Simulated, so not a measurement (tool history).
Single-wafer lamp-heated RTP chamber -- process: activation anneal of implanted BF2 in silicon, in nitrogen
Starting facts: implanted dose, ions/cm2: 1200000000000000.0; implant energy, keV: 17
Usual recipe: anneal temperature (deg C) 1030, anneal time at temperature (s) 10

| run | hour | anneal temperature (deg C) | anneal time at temperature (s) | read-back reference wafer on the same gauge, sheet resistance | sheet resistance of the implanted and annealed layer (ohm/square) |
|---|---|---|---|---|---|
| 1 | 0.0 | 1030 | 10 | 189.03 | 196.88 |
| 2 | 39.3 | 1030 | 10 | 189.01 | 195.06 |
| 3 | 90.1 | 1030 | 12 | 188.75 | 187.86 |
| 4 | 126.2 | 1030 | 12 | 188.71 | 185.69 |
|  | 155.7 | reflector plate cleaned |
| 5 | 171.0 | 1030 | 12 | 189.14 | 189.85 |
| 6 | 241.3 | 1044 | 10 | 189.21 | 176.98 |
|  | 281.3 | pyrometer window cleaned and pyrometer calibrated |
| 7 | 300.6 | 1044 | 10 | 188.84 | 178.70 |
| 8 | 356.8 | 1044 | 10 | 188.84 | 178.72 |
| 9 | 419.0 | 1030 | 10 | 189.04 | 194.78 |
| 10 | 469.3 | 1030 | 10 | 189.18 | 194.06 |
| 11 | 509.5 | 1030 | 10 | 188.96 | 192.44 |
| 12 | 580.3 | 1030 | 10 | 188.85 | 189.70 |
|  | 637.2 | reflector plate cleaned |
| 13 | 786.7 | 1030 | 10 | 189.25 | 190.09 |
|  | 814.8 | pyrometer window cleaned and pyrometer calibrated |
| 14 | 832.7 | 1030 | 10 | 189.16 | 196.55 |
| 15 | 888.3 | 1011 | 10 | 188.97 | 224.66 |
| 16 | 952.8 | 1030 | 14 | 188.80 | 184.29 |
|  | 968.5 | gauge calibrated |
| 17 | 1011.1 | 1022 | 9 | 189.41 | 208.61 |
|  | 1027.8 | reflector plate cleaned |
| 18 | 1075.0 | 1055 | 13 | 189.16 | 160.67 |
| 19 | 1114.0 | 1055 | 7 | 188.86 | 177.84 |
| 20 | 1152.8 | 1052 | 10 | 189.01 | 169.95 |
| 21 | 1183.1 | 1030 | 10 | 189.00 | 195.55 |
| 22 | 1207.6 | 1014 | 7 | 188.91 | 231.50 |
|  | 1267.1 | pyrometer window cleaned and pyrometer calibrated |
| 23 | 1267.6 | 1016 | 14 | 189.21 | 205.05 |
| 24 | 1296.7 | 1040 | 7 | 188.88 | 194.89 |
| 25 | 1325.5 | 1048 | 8 | 189.24 | 178.87 |
| 26 | 1370.8 | 1020 | 10 | 188.84 | 207.44 |
| 27 | 1415.8 | 1030 | 15 | 189.20 | 180.08 |
|  | 1459.4 | reflector plate cleaned |
| 28 | 1468.4 | 1043 | 10 | 188.95 | 181.02 |
| 29 | 1525.3 | 1008 | 5 | 189.03 | 252.57 |
| 30 | 1594.2 | 1056 | 12 | 188.79 | 161.74 |
| 31 | 1662.9 | 1020 | 10 | 188.92 | 207.71 |
| 32 | 1712.6 | 1013 | 13 | 189.10 | 206.66 |
|  | 1781.0 | pyrometer window cleaned and pyrometer calibrated |
| 33 | 1782.9 | 1050 | 8 | 189.10 | 177.94 |
| 34 | 1808.2 | 1059 | 12 | 188.94 | 158.70 |
| 35 | 1848.7 | 1030 | 10 | 188.60 | 193.45 |

Predict each of these 5 candidate next runs independently; none follows another, all start after run 35:
| A | 1849.1 | 1021 | 10 | ? | ? |
| B | 1849.1 | 1042 | 13 | ? | ? |
| C | 1849.1 | 1030 | 5 | ? | ? |
| D | 1849.1 | 1018 | 10 | ? | ? |
| E | 1849.1 | 1017 | 13 | ? | ? |

| run | read-back reference wafer on the same gauge, sheet resistance | sheet resistance of the implanted and annealed layer (ohm/square) |
|---|---|---|
| A | 189.06 | 206.51 |
| B | 189.06 | 170.73 |
| C | 189.06 | 217.16 |
| D | 189.06 | 211.13 |
| E | 189.06 | 202.82 |
The same runs, with their run-to-run variation unchanged, on a tool lacking any hidden condition would have given:
| run | sheet resistance of the implanted and annealed layer (ohm/square) |
|---|---|
| A | 214.01 |
| B | 176.05 |
| C | 223.91 |
| D | 218.72 |
| E | 210.20 |
